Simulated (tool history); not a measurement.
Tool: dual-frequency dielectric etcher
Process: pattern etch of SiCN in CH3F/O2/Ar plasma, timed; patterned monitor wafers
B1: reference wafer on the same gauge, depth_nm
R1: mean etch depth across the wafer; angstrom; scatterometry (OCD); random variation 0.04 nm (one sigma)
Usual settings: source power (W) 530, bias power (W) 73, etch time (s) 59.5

Run 1, day 0: usual settings but source power (W) 610; B1 22.6. Result: R1 277.3 angstrom.
Run 2, day 3.529: usual settings but source power (W) 610; B1 22.6. Result: R1 277.8 angstrom.
Run 3, day 8.638: usual settings but source power (W) 500; B1 22.6. Result: R1 266 angstrom.
Run 4, day 10.983: usual settings but etch time (s) 64.5; B1 22.61. Result: R1 293.4 angstrom.
At day 12.667: wet clean of the chamber.
Run 5, day 14.133: usual settings but etch time (s) 64.5; B1 22.6. Result: R1 290.6 angstrom.
Run 6, day 16.421: usual settings; B1 22.59. Result: R1 269 angstrom.
Run 7, day 18.275: usual settings; B1 22.6. Result: R1 269.4 angstrom.
At day 19.483: source power generator calibrated.
At day 20.071: gauge calibrated.
Run 8, day 21.254: usual settings but source power (W) 490, etch time (s) 54.5; B1 22.61. Result: R1 242.9 angstrom.
Run 9, day 24.888: usual settings but source power (W) 450, bias power (W) 64, etch time (s) 76; B1 22.6. Result: R1 322.7 angstrom.
At day 26.425: upper electrode replaced.
Run 10, day 27.883: usual settings but source power (W) 450; B1 22.61. Result: R1 261 angstrom.
At day 31.038: wet clean of the chamber.
Run 11, day 31.296: usual settings; B1 22.6. Result: R1 267.4 angstrom.
At day 32.512: bias power generator calibrated.
Run 12, day 35.258: usual settings; B1 22.6. Result: R1 265.9 angstrom.
Run 13, day 39.304: usual settings but source power (W) 630, etch time (s) 51; B1 22.59. Result: R1 238.8 angstrom.
At day 48.571: gauge calibrated.
At day 48.846: wet clean of the chamber.
Run 14, day 48.867: usual settings but etch time (s) 71; B1 22.6. Result: R1 316.3 angstrom.
Run 15, day 50.833: usual settings; B1 22.59. Result: R1 264.9 angstrom.

Forecast each of these 5 alternatives for the next run:
Run A, day 50.85: usual settings; B1 ?. Result: R1 ?.
Run B, day 50.85: usual settings but source power (W) 440, bias power (W) 80; B1 ?. Result: R1 ?.
Run C, day 50.85: usual settings but source power (W) 620, bias power (W) 78; B1 ?. Result: R1 ?.
Run D, day 50.85: usual settings but source power (W) 590, bias power (W) 56; B1 ?. Result: R1 ?.
Run E, day 50.85: usual settings but source power (W) 640, bias power (W) 82, etch time (s) 77; B1 ?. Result: R1 ?.

run    B1     R1
  A  22.6  265.1
  B  22.6  259.8
  C  22.6  280.9
  D  22.6    255
  E  22.6  371.6
Without the tool's hidden state the same runs would have given:
run     R1
  A  264.3
  B    259
  C    280
  D  254.2
  E  370.5
